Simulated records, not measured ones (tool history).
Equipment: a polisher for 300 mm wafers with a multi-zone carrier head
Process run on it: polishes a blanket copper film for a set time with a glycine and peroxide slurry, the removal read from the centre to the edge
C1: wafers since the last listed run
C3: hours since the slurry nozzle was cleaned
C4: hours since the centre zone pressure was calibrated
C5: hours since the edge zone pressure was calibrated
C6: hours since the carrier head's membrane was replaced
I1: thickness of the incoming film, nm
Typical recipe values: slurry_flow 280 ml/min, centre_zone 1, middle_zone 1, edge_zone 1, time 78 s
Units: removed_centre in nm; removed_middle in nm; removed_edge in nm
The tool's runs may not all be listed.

run 1 hour=0 | slurry_flow=280 centre_zone=0.95 middle_zone=0.96 edge_zone=1 time=78 | C1=0 wafers_polished_on_this_pad=148 C3=213.3 C4=178.8 C5=807.5 C6=1080.3 | I1=1746 | removed_centre=387.6 removed_middle=398.7 removed_edge=390.7
run 2 hour=40.1 | slurry_flow=280 centre_zone=0.95 middle_zone=0.96 edge_zone=1 time=78 | C1=247 wafers_polished_on_this_pad=396 C3=253.4 C4=218.9 C5=847.6 C6=1120.4 | I1=1759.4 | removed_centre=379 removed_middle=398.4 removed_edge=392.8
run 3 hour=107.6 | slurry_flow=280 centre_zone=0.95 middle_zone=0.96 edge_zone=1 time=78 | C1=417 wafers_polished_on_this_pad=813 C3=320.9 C4=286.4 C5=915.1 C6=1187.9 | I1=1735 | removed_centre=374.3 removed_middle=393.7 removed_edge=389.5
run 4 hour=158.8 | slurry_flow=310 centre_zone=1 middle_zone=1 edge_zone=1 time=78 | C1=316 wafers_polished_on_this_pad=1129 C3=372.1 C4=337.6 C5=966.3 C6=1239.1 | I1=1759 | removed_centre=397.9 removed_middle=403.1 removed_edge=400.9
run 5 hour=183.4 | slurry_flow=310 centre_zone=1 middle_zone=1 edge_zone=1 time=78 | C1=152 wafers_polished_on_this_pad=1282 C3=396.7 C4=362.2 C5=990.9 C6=1263.7 | I1=1763.8 | removed_centre=395.2 removed_middle=405.7 removed_edge=396.8
-- hour=197.4 carrier head's membrane replaced by a new one, of another model than before
-- hour=208.4 edge zone pressure recalibrated
run 6 hour=213.4 | slurry_flow=310 centre_zone=1 middle_zone=1 edge_zone=1 time=78 | C1=142 wafers_polished_on_this_pad=1424 C3=426.7 C4=392.2 C5=5 C6=16 | I1=1734.6 | removed_centre=391.5 removed_middle=403.9 removed_edge=389.3
run 7 hour=258.2 | slurry_flow=280 centre_zone=1.08 middle_zone=1.04 edge_zone=0.93 time=88 | C1=276 wafers_polished_on_this_pad=1701 C3=471.5 C4=437 C5=49.8 C6=60.8 | I1=1739.8 | removed_centre=486.4 removed_middle=477.9 removed_edge=423.8
run 8 hour=311.7 | slurry_flow=280 centre_zone=1 middle_zone=1 edge_zone=1 time=78 | C1=330 wafers_polished_on_this_pad=2031 C3=525 C4=490.5 C5=103.3 C6=114.3 | I1=1720.1 | removed_centre=371.7 removed_middle=401.8 removed_edge=386.7
-- hour=344.5 worn pad replaced by a new one
run 9 hour=356.1 | slurry_flow=335 centre_zone=0.96 middle_zone=0.94 edge_zone=0.93 time=78 | C1=249 wafers_polished_on_this_pad=71 C3=569.4 C4=534.9 C5=147.7 C6=158.7 | I1=1768 | removed_centre=349.3 removed_middle=394 removed_edge=382
run 10 hour=394.8 | slurry_flow=280 centre_zone=1 middle_zone=1 edge_zone=1.08 time=87 | C1=239 wafers_polished_on_this_pad=311 C3=608.1 C4=573.6 C5=186.4 C6=197.4 | I1=1765.5 | removed_centre=402.9 removed_middle=453 removed_edge=452.5
run 11 hour=457.1 | slurry_flow=280 centre_zone=1 middle_zone=1 edge_zone=1.04 time=92 | C1=385 wafers_polished_on_this_pad=696 C3=670.4 C4=635.9 C5=248.7 C6=259.7 | I1=1740.6 | removed_centre=423.6 removed_middle=476.9 removed_edge=492.6
run 12 hour=510.6 | slurry_flow=280 centre_zone=1 middle_zone=1 edge_zone=1 time=78 | C1=330 wafers_polished_on_this_pad=1026 C3=723.9 C4=689.4 C5=302.2 C6=313.2 | I1=1739 | removed_centre=354.5 removed_middle=404.6 removed_edge=392.8
-- hour=513.9 centre zone pressure recalibrated
-- hour=521.7 slurry nozzle cleaned
run 13 hour=541.6 | slurry_flow=280 centre_zone=0.92 middle_zone=1 edge_zone=1 time=78 | C1=173 wafers_polished_on_this_pad=1200 C3=19.9 C4=27.7 C5=333.2 C6=344.2 | I1=1742.8 | removed_centre=345.3 removed_middle=404 removed_edge=399

Predict the results of run 14:
run 14 hour=577.9 | slurry_flow=340 centre_zone=1 middle_zone=1 edge_zone=0.9 time=78 | C1=224 wafers_polished_on_this_pad=1424 C3=56.2 C4=64 C5=369.5 C6=380.5 | I1=1698.3 | removed_centre=? removed_middle=? removed_edge=?

{"run 14": {"removed_centre": 410.7, "removed_middle": 410.4, "removed_edge": 382.9}}
The same run, on a tool lacking any hidden state, would have yielded removed_centre 413.6 nm, removed_middle 410.4 nm, removed_edge 382.9 nm.
